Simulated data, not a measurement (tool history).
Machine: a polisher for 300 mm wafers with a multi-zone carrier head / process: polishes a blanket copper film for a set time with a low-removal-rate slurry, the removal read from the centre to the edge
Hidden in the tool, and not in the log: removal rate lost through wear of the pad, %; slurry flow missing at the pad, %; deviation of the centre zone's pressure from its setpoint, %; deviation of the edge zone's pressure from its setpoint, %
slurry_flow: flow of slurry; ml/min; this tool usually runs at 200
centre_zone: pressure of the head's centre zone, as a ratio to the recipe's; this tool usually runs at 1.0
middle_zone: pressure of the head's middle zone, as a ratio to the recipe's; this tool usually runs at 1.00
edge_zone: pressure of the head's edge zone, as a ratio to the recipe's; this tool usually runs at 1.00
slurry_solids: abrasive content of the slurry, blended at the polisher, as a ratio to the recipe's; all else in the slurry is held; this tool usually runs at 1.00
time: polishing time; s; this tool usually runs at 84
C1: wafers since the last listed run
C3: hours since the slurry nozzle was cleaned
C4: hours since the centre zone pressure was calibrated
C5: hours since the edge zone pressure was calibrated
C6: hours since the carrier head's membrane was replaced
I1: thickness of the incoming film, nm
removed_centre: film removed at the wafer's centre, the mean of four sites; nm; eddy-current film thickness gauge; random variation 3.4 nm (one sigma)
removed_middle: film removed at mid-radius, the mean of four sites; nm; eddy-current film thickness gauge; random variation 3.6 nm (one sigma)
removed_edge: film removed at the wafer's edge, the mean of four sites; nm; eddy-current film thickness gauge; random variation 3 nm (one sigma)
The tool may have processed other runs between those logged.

run 1 hour=0.0 | slurry_flow=200 centre_zone=1.0 middle_zone=1.00 edge_zone=1.00 slurry_solids=1.00 time=84 | C1=0 wafers_polished_on_this_pad=1159 C3=514.2 C4=347.1 C5=863.5 C6=1501.8 | I1=867.2 | removed_centre=267.3 removed_middle=249.5 removed_edge=242.4
run 2 hour=54.2 | slurry_flow=200 centre_zone=1.0 middle_zone=1.00 edge_zone=1.00 slurry_solids=1.00 time=84 | C1=314 wafers_polished_on_this_pad=1473 C3=568.4 C4=401.3 C5=917.7 C6=1556.0 | I1=854.7 | removed_centre=271.6 removed_middle=241.0 removed_edge=240.2
-- hour=85.0 slurry nozzle cleaned
run 3 hour=143.6 | slurry_flow=200 centre_zone=1.0 middle_zone=1.00 edge_zone=1.00 slurry_solids=1.00 time=84 | C1=513 wafers_polished_on_this_pad=1986 C3=58.6 C4=490.7 C5=1007.1 C6=1645.4 | I1=871.7 | removed_centre=270.3 removed_middle=249.8 removed_edge=240.2
run 4 hour=244.2 | slurry_flow=200 centre_zone=1.0 middle_zone=1.00 edge_zone=1.00 slurry_solids=1.00 time=84 | C1=583 wafers_polished_on_this_pad=2570 C3=159.2 C4=591.3 C5=1107.7 C6=1746.0 | I1=873.4 | removed_centre=269.9 removed_middle=248.1 removed_edge=244.3
-- hour=274.4 worn pad replaced by a new one, of another model than before
run 5 hour=295.8 | slurry_flow=200 centre_zone=1.0 middle_zone=1.00 edge_zone=1.00 slurry_solids=1.00 time=84 | C1=276 wafers_polished_on_this_pad=124 C3=210.8 C4=642.9 C5=1159.3 C6=1797.6 | I1=860.7 | removed_centre=262.0 removed_middle=249.0 removed_edge=247.7
run 6 hour=337.7 | slurry_flow=200 centre_zone=1.0 middle_zone=1.00 edge_zone=1.00 slurry_solids=1.00 time=84 | C1=243 wafers_polished_on_this_pad=367 C3=252.7 C4=684.8 C5=1201.2 C6=1839.5 | I1=865.9 | removed_centre=268.9 removed_middle=238.1 removed_edge=239.7
-- hour=343.2 centre zone pressure recalibrated
run 7 hour=377.8 | slurry_flow=200 centre_zone=1.0 middle_zone=1.12 edge_zone=1.12 slurry_solids=1.15 time=95 | C1=221 wafers_polished_on_this_pad=588 C3=292.8 C4=34.6 C5=1241.3 C6=1879.6 | I1=852.8 | removed_centre=299.7 removed_middle=312.7 removed_edge=306.2
run 8 hour=434.6 | slurry_flow=200 centre_zone=1.0 middle_zone=1.00 edge_zone=1.00 slurry_solids=1.00 time=113 | C1=329 wafers_polished_on_this_pad=918 C3=349.6 C4=91.4 C5=1298.1 C6=1936.4 | I1=847.7 | removed_centre=341.9 removed_middle=336.3 removed_edge=326.9
-- hour=492.3 edge zone pressure recalibrated
run 9 hour=549.8 | slurry_flow=200 centre_zone=1.0 middle_zone=1.00 edge_zone=1.11 slurry_solids=1.00 time=63 | C1=657 wafers_polished_on_this_pad=1575 C3=464.8 C4=206.6 C5=57.5 C6=2051.6 | I1=879.6 | removed_centre=194.8 removed_middle=184.9 removed_edge=187.8
run 10 hour=600.7 | slurry_flow=200 centre_zone=1.0 middle_zone=1.00 edge_zone=1.00 slurry_solids=1.00 time=84 | C1=295 wafers_polished_on_this_pad=1870 C3=515.7 C4=257.5 C5=108.4 C6=2102.5 | I1=861.1 | removed_centre=264.1 removed_middle=247.2 removed_edge=242.3
-- hour=646.5 carrier head's membrane replaced by a new one
run 11 hour=651.7 | slurry_flow=220 centre_zone=1.0 middle_zone=1.00 edge_zone=0.96 slurry_solids=1.25 time=84 | C1=267 wafers_polished_on_this_pad=2137 C3=566.7 C4=308.5 C5=159.4 C6=5.2 | I1=858.4 | removed_centre=291.3 removed_middle=269.1 removed_edge=254.5
-- hour=656.0 slurry nozzle cleaned
run 12 hour=721.9 | slurry_flow=170 centre_zone=1.1 middle_zone=1.00 edge_zone=1.05 slurry_solids=1.00 time=63 | C1=401 wafers_polished_on_this_pad=2539 C3=65.9 C4=378.7 C5=229.6 C6=75.4 | I1=861.6 | removed_centre=207.8 removed_middle=182.2 removed_edge=179.7
-- hour=756.8 worn pad replaced by a new one
run 13 hour=784.8 | slurry_flow=200 centre_zone=1.0 middle_zone=1.11 edge_zone=1.00 slurry_solids=1.10 time=100 | C1=341 wafers_polished_on_this_pad=162 C3=128.8 C4=441.6 C5=292.5 C6=138.3 | I1=861.7 | removed_centre=337.4 removed_middle=314.3 removed_edge=299.8
run 14 hour=878.5 | slurry_flow=200 centre_zone=1.0 middle_zone=1.00 edge_zone=1.00 slurry_solids=1.00 time=70 | C1=543 wafers_polished_on_this_pad=706 C3=222.5 C4=535.3 C5=386.2 C6=232.0 | I1=853.2 | removed_centre=220.3 removed_middle=204.4 removed_edge=197.3

Run 15 comes next. What will it give?
run 15 hour=974.7 | slurry_flow=200 centre_zone=1.0 middle_zone=1.00 edge_zone=1.11 slurry_solids=0.85 time=84 | C1=558 wafers_polished_on_this_pad=1264 C3=318.7 C4=631.5 C5=482.4 C6=328.2 | I1=866.3 | removed_centre=? removed_middle=? removed_edge=?

{"run 15": {"removed_centre": 260.1, "removed_middle": 230.3, "removed_edge": 244.0}}
Minus the tool's unlogged condition, the same run would have read removed_centre 238.4 nm, removed_middle 230.4 nm, removed_edge 244.0 nm.

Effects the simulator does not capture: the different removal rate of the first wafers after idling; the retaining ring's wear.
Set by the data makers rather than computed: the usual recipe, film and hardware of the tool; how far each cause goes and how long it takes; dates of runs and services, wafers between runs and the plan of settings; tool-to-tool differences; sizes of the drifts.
